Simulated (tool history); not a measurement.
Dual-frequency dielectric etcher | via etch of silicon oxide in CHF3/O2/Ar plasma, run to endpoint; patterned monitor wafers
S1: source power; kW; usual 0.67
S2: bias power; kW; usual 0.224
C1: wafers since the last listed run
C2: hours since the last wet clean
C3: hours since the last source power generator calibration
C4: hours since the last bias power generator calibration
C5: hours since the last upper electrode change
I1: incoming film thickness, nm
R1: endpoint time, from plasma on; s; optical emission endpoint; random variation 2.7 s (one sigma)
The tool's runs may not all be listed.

run	hour	S1	S2	C1	C2	C3	C4	C5	I1	R1
1	0	0.78	0.224	0	303.3	2531.4	2161.8	1657.8	684.3	287.2
2	89.4	0.57	0.247	257	392.7	2620.8	2251.2	1747.2	681.9	315.7
3	193	0.67	0.224	297	496.3	2724.4	2354.8	1850.8	685.6	297
4	294.9	0.67	0.224	292	598.2	2826.3	2456.7	1952.7	682.9	291.4
# hour 373.3: wet clean of the chamber
5	535.4	0.59	0.224	622	162.1	3066.8	2697.2	2193.2	680.5	318.1
# hour 593: upper electrode replaced
6	620.7	0.67	0.224	176	247.4	3152.1	2782.5	27.7	682.2	300.9
7	701.7	0.67	0.224	232	328.4	3233.1	2863.5	108.7	684.1	307.5
# hour 749.4: source power generator calibrated
8	763.4	0.67	0.224	165	390.1	14	2925.2	170.4	688	304.9
9	862.1	0.67	0.224	283	488.8	112.7	3023.9	269.1	688.1	302.7
10	918.7	0.67	0.224	162	545.4	169.3	3080.5	325.7	681	294.6
11	1004.6	0.67	0.224	246	631.3	255.2	3166.4	411.6	686.2	299
12	1074.5	0.67	0.224	200	701.2	325.1	3236.3	481.5	679.9	293.3
# hour 1113.1: wet clean of the chamber
13	1161.9	0.67	0.224	182	48.8	412.5	3323.7	568.9	682.9	306.4
14	1260.3	0.67	0.224	282	147.2	510.9	3422.1	667.3	687.9	303.5
15	1363.7	0.82	0.224	297	250.6	614.3	3525.5	770.7	684.7	279.2
# hour 1387.9: bias power generator calibrated
16	1425.5	0.72	0.2	166	312.4	676.1	37.6	832.5	686.4	299.9
17	1513.6	0.67	0.224	253	400.5	764.2	125.7	920.6	684	299.2
18	1582.7	0.67	0.224	198	469.6	833.3	194.8	989.7	678	298.3
19	1673.1	0.67	0.224	259	560	923.7	285.2	1080.1	688.3	296.4
20	1719.6	0.78	0.261	133	606.5	970.2	331.7	1126.6	679.9	259
21	1785.1	0.67	0.224	188	672	1035.7	397.2	1192.1	680.1	292.3
22	1831.5	0.52	0.181	133	718.4	1082.1	443.6	1238.5	687.1	350.4
# hour 1887.6: wet clean of the chamber
23	1888.1	0.54	0.224	93	0.5	1138.7	500.2	1295.1	679.5	335.2
24	1935.7	0.74	0.224	136	48.1	1186.3	547.8	1342.7	678.8	293
25	2010.4	0.74	0.274	214	122.8	1261	622.5	1417.4	687.3	274.2
26	2050.5	0.77	0.279	115	162.9	1301.1	662.6	1457.5	678.6	271.8
27	2157.9	0.77	0.209	308	270.3	1408.5	770	1564.9	683	297.8
28	2246.6	0.67	0.224	255	359	1497.2	858.7	1653.6	677.3	300.8
29	2301	0.67	0.254	156	413.4	1551.6	913.1	1708	676.3	283
30	2348.2	0.67	0.224	135	460.6	1598.8	960.3	1755.2	681.6	300.5
31	2436.4	0.61	0.17	253	548.8	1687	1048.5	1843.4	679.5	338.2
32	2477.7	0.53	0.224	118	590.1	1728.3	1089.8	1884.7	683	326.5
# hour 2512: wet clean of the chamber
33	2570.9	0.67	0.224	198	58.9	1821.5	1183	1977.9	679.4	305.4
# hour 2839.3: upper electrode replaced
34	2889.4	0.5	0.25	846	377.4	2140	1501.5	50.1	683.2	320.7
35	2975.9	0.67	0.224	248	463.9	2226.5	1588	136.6	683	292.8

Forecast each of these 4 alternatives for the next run:
A	2976.4	0.67	0.224	1	464.4	2227	1588.5	137.1	686.8	?
B	2976.4	0.57	0.176	1	464.4	2227	1588.5	137.1	686.8	?
C	2976.4	0.79	0.171	1	464.4	2227	1588.5	137.1	686.8	?
D	2976.4	0.76	0.205	1	464.4	2227	1588.5	137.1	686.8	?

run	R1
A	302.5
B	350.2
C	310.2
D	296.7
Without the tool's hidden state the same runs would have given:
run	R1
A	312.9
B	362.2
C	320.8
D	306.8

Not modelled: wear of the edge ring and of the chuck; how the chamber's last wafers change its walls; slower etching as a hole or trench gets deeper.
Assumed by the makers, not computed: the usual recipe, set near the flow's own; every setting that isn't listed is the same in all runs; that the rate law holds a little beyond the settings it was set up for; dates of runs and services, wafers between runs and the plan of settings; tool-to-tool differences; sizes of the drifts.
